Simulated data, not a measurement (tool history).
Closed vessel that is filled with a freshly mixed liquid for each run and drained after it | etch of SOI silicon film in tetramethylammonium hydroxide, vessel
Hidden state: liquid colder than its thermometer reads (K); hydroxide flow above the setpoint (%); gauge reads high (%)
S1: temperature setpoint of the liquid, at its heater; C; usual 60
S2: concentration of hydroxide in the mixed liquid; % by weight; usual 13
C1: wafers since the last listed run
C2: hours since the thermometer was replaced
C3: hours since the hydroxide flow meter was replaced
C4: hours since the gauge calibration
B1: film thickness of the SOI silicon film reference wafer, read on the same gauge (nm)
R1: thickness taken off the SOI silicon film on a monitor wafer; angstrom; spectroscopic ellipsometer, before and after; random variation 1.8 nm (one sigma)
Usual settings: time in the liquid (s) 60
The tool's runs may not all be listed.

Run 1, hour 0: usual settings; C1 0; C2 2945.3; C3 1187.2; C4 564.1; B1 120. Result: R1 2121.1 angstrom.
Run 2, hour 41.4: usual settings; C1 5100; C2 2986.7; C3 1228.6; C4 605.5; B1 119.99. Result: R1 2147.4 angstrom.
At hour 61.4: gauge calibrated.
Run 3, hour 104.3: usual settings; C1 7749; C2 3049.6; C3 1291.5; C4 42.9; B1 119.99. Result: R1 2135.4 angstrom.
Run 4, hour 138.6: usual settings but S2 11 % by weight; C1 4225; C2 3083.9; C3 1325.8; C4 77.2; B1 119.98. Result: R1 2299.3 angstrom.
Run 5, hour 209.1: usual settings; C1 8685; C2 3154.4; C3 1396.3; C4 147.7; B1 120.01. Result: R1 2120.5 angstrom.
Run 6, hour 243.5: usual settings; C1 4237; C2 3188.8; C3 1430.7; C4 182.1; B1 120. Result: R1 2150.9 angstrom.
At hour 302.7: thermometer replaced.
Run 7, hour 308.1: usual settings; C1 7835; C2 5.4; C3 1495.3; C4 246.7; B1 120.01. Result: R1 2130.1 angstrom.
Run 8, hour 333.1: usual settings; C1 3079; C2 30.4; C3 1520.3; C4 271.7; B1 119.99. Result: R1 2098.6 angstrom.
At hour 352.5: hydroxide flow meter replaced.
Run 9, hour 360.9: usual settings but S1 64 C, time in the liquid (s) 45; C1 3301; C2 58.2; C3 8.4; C4 299.5; B1 119.99. Result: R1 2140.7 angstrom.
Run 10, hour 420.7: usual settings but S2 15.5 % by weight, time in the liquid (s) 75; C1 7367; C2 118; C3 68.2; C4 359.3; B1 119.99. Result: R1 2556.7 angstrom.
Run 11, hour 445.6: usual settings but S2 12 % by weight; C1 3067; C2 142.9; C3 93.1; C4 384.2; B1 120.02. Result: R1 2298.1 angstrom.
Run 12, hour 510.3: usual settings but S2 15.5 % by weight, time in the liquid (s) 75; C1 7970; C2 207.6; C3 157.8; C4 448.9; B1 120.04. Result: R1 2559 angstrom.
Run 13, hour 554.1: usual settings; C1 5396; C2 251.4; C3 201.6; C4 492.7; B1 120. Result: R1 2190.2 angstrom.
Run 14, hour 580.6: usual settings but S1 52.5 C, time in the liquid (s) 30; C1 3264; C2 277.9; C3 228.1; C4 519.2; B1 120.01. Result: R1 669 angstrom.
At hour 605.9: gauge calibrated.
Run 15, hour 616.3: usual settings but S2 11 % by weight, time in the liquid (s) 45; C1 4398; C2 313.6; C3 263.8; C4 10.4; B1 120.01. Result: R1 1770.4 angstrom.
Run 16, hour 685.9: usual settings but S1 54.5 C, S2 10.5 % by weight, time in the liquid (s) 80; C1 8574; C2 383.2; C3 333.4; C4 80; B1 120.02. Result: R1 2277.5 angstrom.

Forecast run 17:
Run 17, hour 737.6: usual settings but S1 53 C; C1 6369; C2 434.9; C3 385.1; C4 131.7; B1 ?. Result: R1 ?.

B1: 119.98
R1: 1405 angstrom
Without the tool's hidden state the same run would have given R1 1426.7 angstrom.
